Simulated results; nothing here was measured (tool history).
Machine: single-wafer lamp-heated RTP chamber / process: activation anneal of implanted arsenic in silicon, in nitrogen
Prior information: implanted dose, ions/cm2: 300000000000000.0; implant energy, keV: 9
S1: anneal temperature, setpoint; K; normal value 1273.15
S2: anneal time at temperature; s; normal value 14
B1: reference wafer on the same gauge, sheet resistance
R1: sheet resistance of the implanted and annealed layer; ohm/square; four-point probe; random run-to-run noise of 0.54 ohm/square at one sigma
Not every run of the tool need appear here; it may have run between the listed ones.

| run | hour | S1 | S2 | B1 | R1 |
|---|---|---|---|---|---|
| 1 | 0.0 | 1273.15 | 14 | 288.06 | 338.02 |
|  | 3.1 | reflector plate cleaned |
|  | 34.6 | pyrometer window cleaned and pyrometer calibrated |
| 2 | 46.1 | 1273.15 | 14 | 287.93 | 339.64 |
| 3 | 80.1 | 1273.15 | 14 | 287.90 | 339.00 |
| 4 | 140.1 | 1273.15 | 14 | 287.86 | 339.57 |
| 5 | 172.4 | 1273.15 | 14 | 288.13 | 338.81 |
|  | 230.9 | pyrometer window cleaned and pyrometer calibrated |
| 6 | 241.8 | 1273.15 | 14 | 287.97 | 337.90 |
| 7 | 322.2 | 1273.15 | 9 | 288.00 | 343.06 |
| 8 | 370.4 | 1273.15 | 9 | 287.96 | 342.30 |
|  | 385.5 | reflector plate cleaned |
| 9 | 414.4 | 1273.15 | 9 | 288.03 | 344.55 |
|  | 447.8 | pyrometer window cleaned and pyrometer calibrated |
| 10 | 478.5 | 1285.15 | 20 | 288.01 | 331.87 |
|  | 494.9 | gauge calibrated |
| 11 | 516.6 | 1295.15 | 11 | 288.02 | 335.79 |
| 12 | 578.3 | 1285.15 | 20 | 287.91 | 330.54 |
|  | 624.5 | pyrometer window cleaned and pyrometer calibrated |
| 13 | 738.5 | 1254.15 | 10 | 288.08 | 345.20 |
|  | 779.3 | reflector plate cleaned |
| 14 | 788.1 | 1302.15 | 18 | 288.03 | 329.78 |
|  | 815.6 | pyrometer window cleaned and pyrometer calibrated |
| 15 | 816.1 | 1285.15 | 20 | 288.05 | 333.70 |
| 16 | 850.6 | 1245.15 | 11 | 288.05 | 347.60 |
| 17 | 894.6 | 1273.15 | 14 | 287.94 | 339.68 |
| 18 | 923.1 | 1261.15 | 10 | 288.02 | 344.03 |

4 ways to go on from here, each from the tool as it stands after run 18. What would each give?
| A | 923.5 | 1263.15 | 14 | ? | ? |
| B | 923.5 | 1285.15 | 7 | ? | ? |
| C | 923.5 | 1273.15 | 10 | ? | ? |
| D | 923.5 | 1294.15 | 18 | ? | ? |

| run | B1 | R1 |
|---|---|---|
| A | 288.19 | 340.66 |
| B | 288.19 | 342.22 |
| C | 288.19 | 341.56 |
| D | 288.19 | 330.24 |
Without the tool's hidden state the same runs would have given:
| run | R1 |
|---|---|
| A | 341.85 |
| B | 343.34 |
| C | 342.71 |
| D | 331.99 |
